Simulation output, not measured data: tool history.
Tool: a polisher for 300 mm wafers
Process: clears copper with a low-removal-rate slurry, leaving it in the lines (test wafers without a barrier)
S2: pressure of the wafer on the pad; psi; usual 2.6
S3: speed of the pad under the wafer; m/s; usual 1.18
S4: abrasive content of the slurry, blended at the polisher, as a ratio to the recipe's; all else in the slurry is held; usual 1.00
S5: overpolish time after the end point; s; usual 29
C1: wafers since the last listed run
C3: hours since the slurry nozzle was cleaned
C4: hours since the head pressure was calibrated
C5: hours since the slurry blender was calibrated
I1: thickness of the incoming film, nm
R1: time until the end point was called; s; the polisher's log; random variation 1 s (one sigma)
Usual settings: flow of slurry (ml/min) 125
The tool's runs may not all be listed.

{"run": 1, "hour": 0.0, "flow of slurry (ml/min)": 125, "S2": 2.6, "S3": 1.18, "S4": 1.0, "S5": 16, "C1": 0, "wafers polished on this pad": 1020, "C3": 69.9, "C4": 149.0, "C5": 654.2, "I1": 285.9, "R1": 83.3}
{"run": 2, "hour": 39.5, "flow of slurry (ml/min)": 125, "S2": 2.6, "S3": 1.18, "S4": 1.0, "S5": 16, "C1": 220, "wafers polished on this pad": 1241, "C3": 109.4, "C4": 188.5, "C5": 693.7, "I1": 284.3, "R1": 83.2}
{"run": 3, "hour": 113.0, "flow of slurry (ml/min)": 125, "S2": 2.6, "S3": 1.18, "S4": 1.0, "S5": 16, "C1": 410, "wafers polished on this pad": 1651, "C3": 182.9, "C4": 262.0, "C5": 767.2, "I1": 291.1, "R1": 87.6}
{"run": 4, "hour": 160.9, "flow of slurry (ml/min)": 135, "S2": 2.6, "S3": 1.18, "S4": 1.0, "S5": 29, "C1": 267, "wafers polished on this pad": 1918, "C3": 230.8, "C4": 309.9, "C5": 815.1, "I1": 282.4, "R1": 85.7}
{"run": 5, "hour": 304.2, "flow of slurry (ml/min)": 125, "S2": 2.6, "S3": 1.18, "S4": 1.0, "S5": 29, "C1": 799, "wafers polished on this pad": 2718, "C3": 374.1, "C4": 453.2, "C5": 958.4, "I1": 283.2, "R1": 96.4}
{"hour": 358.5, "done": "slurry blender recalibrated"}
{"run": 6, "hour": 383.6, "flow of slurry (ml/min)": 125, "S2": 2.6, "S3": 1.18, "S4": 1.0, "S5": 29, "C1": 432, "wafers polished on this pad": 3150, "C3": 453.5, "C4": 532.6, "C5": 25.1, "I1": 285.3, "R1": 76.0}
{"run": 7, "hour": 472.7, "flow of slurry (ml/min)": 135, "S2": 2.6, "S3": 1.18, "S4": 1.0, "S5": 29, "C1": 497, "wafers polished on this pad": 3648, "C3": 542.6, "C4": 621.7, "C5": 114.2, "I1": 288.6, "R1": 78.4}
{"run": 8, "hour": 522.8, "flow of slurry (ml/min)": 125, "S2": 2.6, "S3": 1.18, "S4": 1.0, "S5": 29, "C1": 279, "wafers polished on this pad": 3927, "C3": 592.7, "C4": 671.8, "C5": 164.3, "I1": 288.1, "R1": 77.7}
{"run": 9, "hour": 620.3, "flow of slurry (ml/min)": 125, "S2": 2.6, "S3": 1.18, "S4": 1.0, "S5": 38, "C1": 544, "wafers polished on this pad": 4472, "C3": 690.2, "C4": 769.3, "C5": 261.8, "I1": 282.8, "R1": 79.5}
{"hour": 656.8, "done": "head pressure recalibrated"}
{"run": 10, "hour": 714.1, "flow of slurry (ml/min)": 125, "S2": 2.6, "S3": 1.18, "S4": 1.0, "S5": 29, "C1": 512, "wafers polished on this pad": 4984, "C3": 784.0, "C4": 57.3, "C5": 355.6, "I1": 285.2, "R1": 79.1}
{"hour": 717.6, "done": "slurry nozzle cleaned"}
{"run": 11, "hour": 794.7, "flow of slurry (ml/min)": 125, "S2": 2.6, "S3": 1.18, "S4": 1.0, "S5": 29, "C1": 444, "wafers polished on this pad": 5428, "C3": 77.1, "C4": 137.9, "C5": 436.2, "I1": 284.1, "R1": 78.5}
{"hour": 824.5, "done": "worn pad replaced by a new one"}
{"run": 12, "hour": 875.2, "flow of slurry (ml/min)": 125, "S2": 2.6, "S3": 1.18, "S4": 1.0, "S5": 29, "C1": 427, "wafers polished on this pad": 282, "C3": 157.6, "C4": 218.4, "C5": 516.7, "I1": 289.7, "R1": 81.1}
{"run": 13, "hour": 929.7, "flow of slurry (ml/min)": 125, "S2": 2.6, "S3": 1.18, "S4": 0.75, "S5": 38, "C1": 304, "wafers polished on this pad": 586, "C3": 212.1, "C4": 272.9, "C5": 571.2, "I1": 280.8, "R1": 88.6}
{"run": 14, "hour": 994.5, "flow of slurry (ml/min)": 125, "S2": 2.6, "S3": 1.18, "S4": 1.0, "S5": 20, "C1": 361, "wafers polished on this pad": 948, "C3": 276.9, "C4": 337.7, "C5": 636.0, "I1": 286.2, "R1": 85.5}
{"run": 15, "hour": 1214.7, "flow of slurry (ml/min)": 125, "S2": 2.6, "S3": 0.88, "S4": 1.1, "S5": 22, "C1": 1229, "wafers polished on this pad": 2177, "C3": 497.1, "C4": 557.9, "C5": 856.2, "I1": 287.6, "R1": 123.2}
{"hour": 1218.9, "done": "slurry blender recalibrated"}
{"run": 16, "hour": 1387.0, "flow of slurry (ml/min)": 125, "S2": 2.1, "S3": 0.88, "S4": 1.0, "S5": 29, "C1": 950, "wafers polished on this pad": 3128, "C3": 669.4, "C4": 730.2, "C5": 168.1, "I1": 291.4, "R1": 127.6}
{"run": 17, "hour": 1463.5, "flow of slurry (ml/min)": 125, "S2": 2.6, "S3": 0.8, "S4": 1.0, "S5": 29, "C1": 427, "wafers polished on this pad": 3555, "C3": 745.9, "C4": 806.7, "C5": 244.6, "I1": 289.8, "R1": 117.3}
{"run": 18, "hour": 1565.2, "flow of slurry (ml/min)": 125, "S2": 2.6, "S3": 1.54, "S4": 0.7, "S5": 29, "C1": 567, "wafers polished on this pad": 4123, "C3": 847.6, "C4": 908.4, "C5": 346.3, "I1": 282.8, "R1": 69.1}
{"run": 19, "hour": 1610.8, "flow of slurry (ml/min)": 125, "S2": 2.6, "S3": 1.18, "S4": 1.0, "S5": 29, "C1": 254, "wafers polished on this pad": 4377, "C3": 893.2, "C4": 954.0, "C5": 391.9, "I1": 281.7, "R1": 79.8}
{"hour": 1655.7, "done": "worn pad replaced by a new one"}
{"hour": 1659.8, "done": "head pressure recalibrated"}
{"hour": 1665.5, "done": "slurry nozzle cleaned"}
{"run": 20, "hour": 1717.4, "flow of slurry (ml/min)": 125, "S2": 2.6, "S3": 1.18, "S4": 1.0, "S5": 39, "C1": 555, "wafers polished on this pad": 327, "C3": 51.9, "C4": 57.6, "C5": 498.5, "I1": 281.0, "R1": 80.3}
{"run": 21, "hour": 1784.0, "flow of slurry (ml/min)": 125, "S2": 2.6, "S3": 1.18, "S4": 1.0, "S5": 29, "C1": 371, "wafers polished on this pad": 699, "C3": 118.5, "C4": 124.2, "C5": 565.1, "I1": 287.4, "R1": 83.7}
{"run": 22, "hour": 1967.5, "flow of slurry (ml/min)": 145, "S2": 2.6, "S3": 0.88, "S4": 0.9, "S5": 23, "C1": 1024, "wafers polished on this pad": 1723, "C3": 302.0, "C4": 307.7, "C5": 748.6, "I1": 290.5, "R1": 124.1}
{"run": 23, "hour": 2065.1, "flow of slurry (ml/min)": 95, "S2": 3.2, "S3": 1.56, "S4": 1.0, "S5": 29, "C1": 544, "wafers polished on this pad": 2268, "C3": 399.6, "C4": 405.3, "C5": 846.2, "I1": 284.3, "R1": 58.4}
{"run": 24, "hour": 2152.9, "flow of slurry (ml/min)": 125, "S2": 1.8, "S3": 1.18, "S4": 1.0, "S5": 29, "C1": 490, "wafers polished on this pad": 2758, "C3": 487.4, "C4": 493.1, "C5": 934.0, "I1": 288.7, "R1": 137.8}
{"hour": 2224.1, "done": "slurry blender recalibrated"}
{"run": 25, "hour": 2250.6, "flow of slurry (ml/min)": 125, "S2": 2.6, "S3": 1.44, "S4": 0.8, "S5": 29, "C1": 534, "wafers polished on this pad": 3292, "C3": 585.1, "C4": 590.8, "C5": 26.5, "I1": 285.0, "R1": 67.9}
{"hour": 2477.5, "done": "head pressure recalibrated"}
{"hour": 2533.2, "done": "worn pad replaced by a new one"}
{"run": 26, "hour": 2559.4, "flow of slurry (ml/min)": 125, "S2": 2.6, "S3": 1.18, "S4": 1.0, "S5": 29, "C1": 1690, "wafers polished on this pad": 146, "C3": 893.9, "C4": 81.9, "C5": 335.3, "I1": 285.1, "R1": 79.3}
{"run": 27, "hour": 2631.7, "flow of slurry (ml/min)": 165, "S2": 3.5, "S3": 1.18, "S4": 0.85, "S5": 29, "C1": 403, "wafers polished on this pad": 549, "C3": 966.2, "C4": 154.2, "C5": 407.6, "I1": 284.5, "R1": 60.0}
{"hour": 2677.4, "done": "slurry nozzle cleaned"}
{"run": 28, "hour": 2729.2, "flow of slurry (ml/min)": 125, "S2": 2.2, "S3": 1.06, "S4": 1.0, "S5": 29, "C1": 538, "wafers polished on this pad": 1088, "C3": 51.8, "C4": 251.7, "C5": 505.1, "I1": 283.0, "R1": 105.1}
{"run": 29, "hour": 2835.5, "flow of slurry (ml/min)": 125, "S2": 2.6, "S3": 1.18, "S4": 1.0, "S5": 29, "C1": 593, "wafers polished on this pad": 1681, "C3": 158.1, "C4": 358.0, "C5": 611.4, "I1": 281.9, "R1": 80.7}

Forecast each of these 3 alternatives for the next run:
{"run": "A", "hour": 2836.0, "flow of slurry (ml/min)": 125, "S2": 3.2, "S3": 1.18, "S4": 1.0, "S5": 29, "C1": 2, "wafers polished on this pad": 1684, "C3": 158.6, "C4": 358.5, "C5": 611.9, "I1": 287.7, "R1": "?"}
{"run": "B", "hour": 2836.0, "flow of slurry (ml/min)": 125, "S2": 3.0, "S3": 1.48, "S4": 0.7, "S5": 29, "C1": 2, "wafers polished on this pad": 1684, "C3": 158.6, "C4": 358.5, "C5": 611.9, "I1": 287.7, "R1": "?"}
{"run": "C", "hour": 2836.0, "flow of slurry (ml/min)": 125, "S2": 2.6, "S3": 0.96, "S4": 0.9, "S5": 34, "C1": 2, "wafers polished on this pad": 1684, "C3": 158.6, "C4": 358.5, "C5": 611.9, "I1": 287.7, "R1": "?"}

run=A R1=68.6
run=B R1=66.8
run=C R1=107.5
Without the tool's hidden state the same runs would have given:
run=A R1=63.6
run=B R1=62.3
run=C R1=99.9

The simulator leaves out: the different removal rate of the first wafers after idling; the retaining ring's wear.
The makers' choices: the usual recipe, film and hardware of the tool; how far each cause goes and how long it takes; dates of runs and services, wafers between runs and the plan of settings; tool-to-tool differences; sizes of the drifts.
